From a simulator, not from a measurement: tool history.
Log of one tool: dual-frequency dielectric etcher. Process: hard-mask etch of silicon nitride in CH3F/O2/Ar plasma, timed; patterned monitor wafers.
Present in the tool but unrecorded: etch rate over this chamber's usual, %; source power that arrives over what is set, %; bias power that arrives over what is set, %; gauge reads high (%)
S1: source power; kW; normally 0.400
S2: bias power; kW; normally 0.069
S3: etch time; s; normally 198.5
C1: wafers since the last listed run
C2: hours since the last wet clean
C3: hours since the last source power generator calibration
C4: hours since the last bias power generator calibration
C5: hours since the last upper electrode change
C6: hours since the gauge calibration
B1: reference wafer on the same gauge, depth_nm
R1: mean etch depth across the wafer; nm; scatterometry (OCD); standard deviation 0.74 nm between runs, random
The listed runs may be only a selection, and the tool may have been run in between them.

run	day	S1	S2	S3	C1	C2	C3	C4	C5	C6	B1	R1
1	0.000	0.400	0.069	169.0	0	393.0	4214.3	3174.7	2828.1	136.9	136.8	125.1
2	1.583	0.480	0.081	198.5	302	431.0	4252.3	3212.7	2866.1	174.9	137.0	170.3
# day 3.775: wet clean of the chamber
3	4.358	0.480	0.081	198.5	338	14.0	4318.9	3279.3	2932.7	241.5	137.0	162.2
4	6.012	0.400	0.069	198.5	315	53.7	4358.6	3319.0	2972.4	281.2	137.1	142.9
5	10.038	0.400	0.069	198.5	768	150.3	4455.2	3415.6	3069.0	377.8	137.1	144.4
6	12.317	0.400	0.069	198.5	434	205.0	4509.9	3470.3	3123.7	432.5	136.9	144.3
7	14.708	0.400	0.069	198.5	456	262.4	4567.3	3527.7	3181.1	489.9	136.8	146.4
8	19.504	0.400	0.069	198.5	915	377.5	4682.4	3642.8	3296.2	605.0	136.9	146.3
# day 19.921: source power generator calibrated
9	21.550	0.400	0.069	198.5	358	426.6	39.1	3691.9	3345.3	654.1	137.1	148.9
10	24.150	0.400	0.069	198.5	496	489.0	101.5	3754.3	3407.7	716.5	137.0	148.9
# day 27.100: wet clean of the chamber
11	27.121	0.400	0.069	198.5	376	0.5	172.8	3825.6	3479.0	787.8	137.0	140.8
12	28.629	0.400	0.069	198.5	287	36.7	209.0	3861.8	3515.2	824.0	136.8	140.0
# day 29.288: gauge calibrated
13	31.471	0.380	0.069	198.5	542	104.9	277.2	3930.0	3583.4	52.4	137.0	137.5
14	32.496	0.400	0.069	198.5	195	129.5	301.8	3954.6	3608.0	77.0	137.0	142.2
15	34.325	0.480	0.069	198.5	349	173.4	345.7	3998.5	3651.9	120.9	137.0	153.3
16	36.612	0.490	0.082	163.0	436	228.3	400.6	4053.4	3706.8	175.8	137.0	136.6
17	37.671	0.400	0.084	225.5	201	253.7	426.0	4078.8	3732.2	201.2	137.0	177.3
18	40.179	0.400	0.060	198.5	478	313.9	486.2	4139.0	3792.4	261.4	137.0	137.3
19	42.704	0.400	0.069	198.5	481	374.5	546.8	4199.6	3853.0	322.0	137.0	145.2
# day 43.750: bias power generator calibrated
20	44.083	0.400	0.086	172.5	231	407.6	579.9	8.0	3886.1	355.1	137.0	139.3
# day 47.038: wet clean of the chamber
21	47.058	0.400	0.062	168.5	376	0.5	651.3	79.4	3957.5	426.5	137.0	115.9
# day 48.962: upper electrode replaced
22	50.425	0.310	0.069	258.0	451	81.3	732.1	160.2	35.1	507.3	137.0	169.1
23	53.383	0.450	0.085	158.0	564	152.3	803.1	231.2	106.1	578.3	136.9	129.9
24	55.300	0.400	0.065	228.5	365	198.3	849.1	277.2	152.1	624.3	137.0	161.2
25	57.858	0.400	0.069	198.5	488	259.7	910.5	338.6	213.5	685.7	137.1	146.1
26	60.142	0.500	0.069	160.0	435	314.5	965.3	393.4	268.3	740.5	137.0	129.0
27	62.904	0.380	0.069	198.5	527	380.8	1031.6	459.7	334.6	806.8	136.9	144.0

Each row is a separate what-if for the run after 27, all from the same tool condition, not one after another. Results?
A	62.925	0.400	0.069	222.5	3	381.3	1032.1	460.2	335.1	807.3	?	?
B	62.925	0.400	0.062	198.5	3	381.3	1032.1	460.2	335.1	807.3	?	?
C	62.925	0.320	0.078	198.5	3	381.3	1032.1	460.2	335.1	807.3	?	?
D	62.925	0.310	0.053	159.0	3	381.3	1032.1	460.2	335.1	807.3	?	?
E	62.925	0.350	0.069	198.5	3	381.3	1032.1	460.2	335.1	807.3	?	?

run	B1	R1
A	137.1	166.1
B	137.1	141.9
C	137.1	143.3
D	137.1	96.8
E	137.1	140.9
With the hidden condition removed and each run's random variation left untouched, the same runs would have given:
run	R1
A	160.0
B	136.7
C	138.0
D	93.2
E	135.7

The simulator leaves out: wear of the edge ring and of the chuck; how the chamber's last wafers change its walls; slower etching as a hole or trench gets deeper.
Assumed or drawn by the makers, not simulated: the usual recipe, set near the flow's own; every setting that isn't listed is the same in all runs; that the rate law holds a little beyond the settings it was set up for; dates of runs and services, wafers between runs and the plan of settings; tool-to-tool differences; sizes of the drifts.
